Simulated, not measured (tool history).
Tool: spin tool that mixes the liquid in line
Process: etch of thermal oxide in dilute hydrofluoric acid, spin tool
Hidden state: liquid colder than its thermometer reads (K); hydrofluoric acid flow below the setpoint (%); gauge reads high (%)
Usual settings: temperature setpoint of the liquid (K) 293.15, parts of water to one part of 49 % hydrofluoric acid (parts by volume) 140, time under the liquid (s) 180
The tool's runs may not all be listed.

run	hour	temperature setpoint of the liquid (K)	parts of water to one part of 49 % hydrofluoric acid (parts by volume)	time under the liquid (s)	wafers since the last listed run	hours since the thermometer was replaced	hours since the hydrofluoric acid flow meter was replaced	hours since the gauge calibration	read-back film thickness of the thermal oxide reference wafer, read on the same gauge (nm)	thickness taken off the thermal oxide on a monitor wafer (angstrom)
1	0.0	295.65	140	180	0	323.8	1822.1	47.8	30.00	50.2
2	15.8	295.15	140	230	101	339.6	1837.9	63.6	30.04	62.9
3	33.6	295.15	140	230	114	357.4	1855.7	81.4	29.99	62.4
4	51.6	295.15	140	230	115	375.4	1873.7	99.4	30.06	62.4
5	61.4	290.65	140	180	62	385.2	1883.5	109.2	29.97	40.1
6	78.3	290.65	140	180	108	402.1	1900.4	126.1	29.99	40.6
7	92.0	293.15	140	180	88	415.8	1914.1	139.8	30.01	44.8
8	105.3	293.15	140	180	85	429.1	1927.4	153.1	30.03	44.5
9	120.9	293.15	140	180	100	444.7	1943.0	168.7	30.05	44.3
10	133.8	290.15	165	250	82	457.6	1955.9	181.6	29.95	45.4
# hour 144.6: hydrofluoric acid flow meter replaced
11	146.2	293.15	140	120	73	470.0	1.6	194.0	30.02	29.4
12	177.0	290.65	185	130	197	500.8	32.4	224.8	29.96	20.6
# hour 186.3: gauge calibrated
13	187.1	293.15	140	180	64	510.9	42.5	0.8	30.00	42.9
# hour 196.1: thermometer replaced
14	196.8	291.65	140	150	55	0.7	52.2	10.5	30.01	37.6
15	204.9	293.15	140	180	52	8.8	60.3	18.6	30.04	47.7
16	212.4	293.15	95	180	48	16.3	67.8	26.1	30.00	74.3
17	228.8	295.15	110	215	105	32.7	84.2	42.5	30.01	81.7
18	246.2	297.65	170	225	111	50.1	101.6	59.9	29.97	56.8
19	254.2	290.15	140	180	51	58.1	109.6	67.9	30.00	42.4

The tool's hidden state at each run:
hydrofluoric acid flow below the setpoint (%): 0 in every run
gauge reads high (%): 0 in every run
H1: liquid colder than its thermometer reads (K)
run	H1
1	1.67
2	1.74
3	1.82
4	1.9
5	1.94
6	2.02
7	2.08
8	2.14
9	2.21
10	2.27
11	2.33
12	2.47
13	2.51
14	0.049
15	0.0856
16	0.12
17	0.194
18	0.272
19	0.309

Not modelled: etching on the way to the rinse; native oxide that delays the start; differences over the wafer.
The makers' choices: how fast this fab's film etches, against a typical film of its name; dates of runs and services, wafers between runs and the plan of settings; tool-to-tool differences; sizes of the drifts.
